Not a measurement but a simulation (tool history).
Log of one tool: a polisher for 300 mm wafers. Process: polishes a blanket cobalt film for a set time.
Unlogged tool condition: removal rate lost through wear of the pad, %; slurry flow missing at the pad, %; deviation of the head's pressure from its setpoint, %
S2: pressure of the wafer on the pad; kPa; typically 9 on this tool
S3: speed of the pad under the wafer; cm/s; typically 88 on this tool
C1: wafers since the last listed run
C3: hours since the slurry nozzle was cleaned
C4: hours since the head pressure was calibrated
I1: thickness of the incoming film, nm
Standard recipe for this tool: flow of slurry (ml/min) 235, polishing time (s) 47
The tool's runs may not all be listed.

Run 1, hour 0: usual settings but flow of slurry (ml/min) 280; C1 0; wafers polished on this pad 2545; C3 105.6; C4 521.2; I1 1115.2. Result: film removed (angstrom) 1410.
Run 2, hour 95.8: usual settings; C1 809; wafers polished on this pad 3354; C3 201.4; C4 617; I1 1090.1. Result: film removed (angstrom) 1355.
Run 3, hour 139.9: usual settings; C1 372; wafers polished on this pad 3727; C3 245.5; C4 661.1; I1 1095.6. Result: film removed (angstrom) 1347.
At hour 174.6: worn pad replaced by a new one.
Run 4, hour 204.8: usual settings; C1 514; wafers polished on this pad 255; C3 310.4; C4 726; I1 1091.7. Result: film removed (angstrom) 1339.
Run 5, hour 397.9: usual settings; C1 1631; wafers polished on this pad 1887; C3 503.5; C4 919.1; I1 1098.9. Result: film removed (angstrom) 1322.
At hour 428.1: slurry nozzle cleaned.
Run 6, hour 490.8: usual settings; C1 776; wafers polished on this pad 2663; C3 62.7; C4 1012; I1 1115.5. Result: film removed (angstrom) 1418.
Run 7, hour 539.5: usual settings; C1 411; wafers polished on this pad 3075; C3 111.4; C4 1060.7; I1 1109.5. Result: film removed (angstrom) 1392.
At hour 583.7: head pressure recalibrated.
At hour 604.8: worn pad replaced by a new one, of another model than before.
Run 8, hour 609.4: usual settings but S2 6.9 kPa, S3 70 cm/s; C1 539; wafers polished on this pad 38; C3 181.3; C4 25.7; I1 1112.3. Result: film removed (angstrom) 931.
Run 9, hour 708.9: usual settings but S2 6.9 kPa, S3 70 cm/s; C1 840; wafers polished on this pad 879; C3 280.8; C4 125.2; I1 1097.2. Result: film removed (angstrom) 900.
Run 10, hour 747.2: usual settings but S2 6.9 kPa, S3 70 cm/s; C1 323; wafers polished on this pad 1203; C3 319.1; C4 163.5; I1 1109.2. Result: film removed (angstrom) 876.
Run 11, hour 823.7: usual settings but polishing time (s) 41; C1 646; wafers polished on this pad 1849; C3 395.6; C4 240; I1 1109.7. Result: film removed (angstrom) 1036.
At hour 887.6: slurry nozzle cleaned.
Run 12, hour 926: usual settings but polishing time (s) 41; C1 855; wafers polished on this pad 2705; C3 38.4; C4 342.3; I1 1105.2. Result: film removed (angstrom) 1225.
Run 13, hour 982.4: usual settings; C1 476; wafers polished on this pad 3182; C3 94.8; C4 398.7; I1 1108.4. Result: film removed (angstrom) 1371.
Run 14, hour 1043.3: usual settings; C1 514; wafers polished on this pad 3696; C3 155.7; C4 459.6; I1 1112.7. Result: film removed (angstrom) 1338.
At hour 1084.1: worn pad replaced by a new one.
Run 15, hour 1099.3: usual settings but flow of slurry (ml/min) 205, S2 10.3 kPa; C1 439; wafers polished on this pad 128; C3 211.7; C4 515.6; I1 1094.5. Result: film removed (angstrom) 1337.
Run 16, hour 1205: usual settings but polishing time (s) 33; C1 893; wafers polished on this pad 1021; C3 317.4; C4 621.3; I1 1110. Result: film removed (angstrom) 869.
Run 17, hour 1486.4: usual settings but flow of slurry (ml/min) 285, polishing time (s) 59; C1 2377; wafers polished on this pad 3399; C3 598.8; C4 902.7; I1 1108. Result: film removed (angstrom) 1570.
At hour 1491.5: slurry nozzle cleaned.
At hour 1544.2: worn pad replaced by a new one.
Run 18, hour 1575.3: usual settings but flow of slurry (ml/min) 185, S3 98 cm/s, polishing time (s) 40; C1 708; wafers polished on this pad 262; C3 83.8; C4 991.6; I1 1104.6. Result: film removed (angstrom) 1158.
At hour 1587.4: head pressure recalibrated.
Run 19, hour 1655.4: usual settings but polishing time (s) 53; C1 659; wafers polished on this pad 922; C3 163.9; C4 68; I1 1127.4. Result: film removed (angstrom) 1488.
Run 20, hour 1715.4: usual settings but S2 11.7 kPa; C1 506; wafers polished on this pad 1429; C3 223.9; C4 128; I1 1112.5. Result: film removed (angstrom) 1527.
Run 21, hour 1778.1: usual settings but S2 11.7 kPa, polishing time (s) 61; C1 529; wafers polished on this pad 1959; C3 286.6; C4 190.7; I1 1133.9. Result: film removed (angstrom) 1925.
Run 22, hour 1883.4: usual settings; C1 889; wafers polished on this pad 2849; C3 391.9; C4 296; I1 1091.5. Result: film removed (angstrom) 1179.
Run 23, hour 1965.8: usual settings but flow of slurry (ml/min) 170, polishing time (s) 62; C1 696; wafers polished on this pad 3545; C3 474.3; C4 378.4; I1 1104.6. Result: film removed (angstrom) 1196.
At hour 2013.3: slurry nozzle cleaned.
Run 24, hour 2028.5: usual settings but S3 100 cm/s; C1 521; wafers polished on this pad 4066; C3 15.2; C4 441.1; I1 1101.6. Result: film removed (angstrom) 1571.
At hour 2074.9: worn pad replaced by a new one.
Run 25, hour 2107.2: usual settings; C1 631; wafers polished on this pad 273; C3 93.9; C4 519.8; I1 1128.2. Result: film removed (angstrom) 1361.
Run 26, hour 2203.2: usual settings but flow of slurry (ml/min) 185, S2 11.7 kPa, polishing time (s) 40; C1 811; wafers polished on this pad 1084; C3 189.9; C4 615.8; I1 1112.6. Result: film removed (angstrom) 1182.
Run 27, hour 2273.3: usual settings but flow of slurry (ml/min) 200, S3 78 cm/s; C1 592; wafers polished on this pad 1676; C3 260; C4 685.9; I1 1088.9. Result: film removed (angstrom) 1083.
Run 28, hour 2355.3: usual settings but S3 78 cm/s, polishing time (s) 56; C1 692; wafers polished on this pad 2369; C3 342; C4 767.9; I1 1129. Result: film removed (angstrom) 1323.

What differs in the tool's unlogged condition from the final listed run ahead of each entry between runs to the first listed run following it?
Run 3 -> run 4: worn pad replaced by a new one (hour 174.6)
  slurry flow missing at the pad, %: 38.9 -> 42.2
  difference, measured minus the result without the unlogged condition, film removed (angstrom): -90 -> -102
Run 5 -> run 6: slurry nozzle cleaned (hour 428.1)
  slurry flow missing at the pad, %: 46.9 -> 14.2
  difference, measured minus the result without the unlogged condition, film removed (angstrom): -122 -> -25
Run 7 -> run 8: head pressure recalibrated (hour 583.7); worn pad replaced by a new one, of another model than before (hour 604.8)
  slurry flow missing at the pad, %: 21.3 -> 28.6
  difference, measured minus the result without the unlogged condition, film removed (angstrom): -40 -> -94
Run 11 -> run 12: slurry nozzle cleaned (hour 887.6)
  slurry flow missing at the pad, %: 39.2 -> 9.74
  difference, measured minus the result without the unlogged condition, film removed (angstrom): -214 -> -27
Run 14 -> run 15: worn pad replaced by a new one (hour 1084.1)
  slurry flow missing at the pad, %: 26.2 -> 31
  difference, measured minus the result without the unlogged condition, film removed (angstrom): -114 -> -197
Run 17 -> run 18: slurry nozzle cleaned (hour 1491.5); worn pad replaced by a new one (hour 1544.2)
  slurry flow missing at the pad, %: 42.2 -> 18.1
  difference, measured minus the result without the unlogged condition, film removed (angstrom): -302 -> -82
Run 18 -> run 19: head pressure recalibrated (hour 1587.4)
  slurry flow missing at the pad, %: 18.1 -> 27.7
  difference, measured minus the result without the unlogged condition, film removed (angstrom): -82 -> -141
Run 23 -> run 24: slurry nozzle cleaned (hour 2013.3)
  slurry flow missing at the pad, %: 41.4 -> 3.93
  difference, measured minus the result without the unlogged condition, film removed (angstrom): -523 -> -12
Run 24 -> run 25: worn pad replaced by a new one (hour 2074.9)
  slurry flow missing at the pad, %: 3.93 -> 17.9
  difference, measured minus the result without the unlogged condition, film removed (angstrom): -12 -> -64

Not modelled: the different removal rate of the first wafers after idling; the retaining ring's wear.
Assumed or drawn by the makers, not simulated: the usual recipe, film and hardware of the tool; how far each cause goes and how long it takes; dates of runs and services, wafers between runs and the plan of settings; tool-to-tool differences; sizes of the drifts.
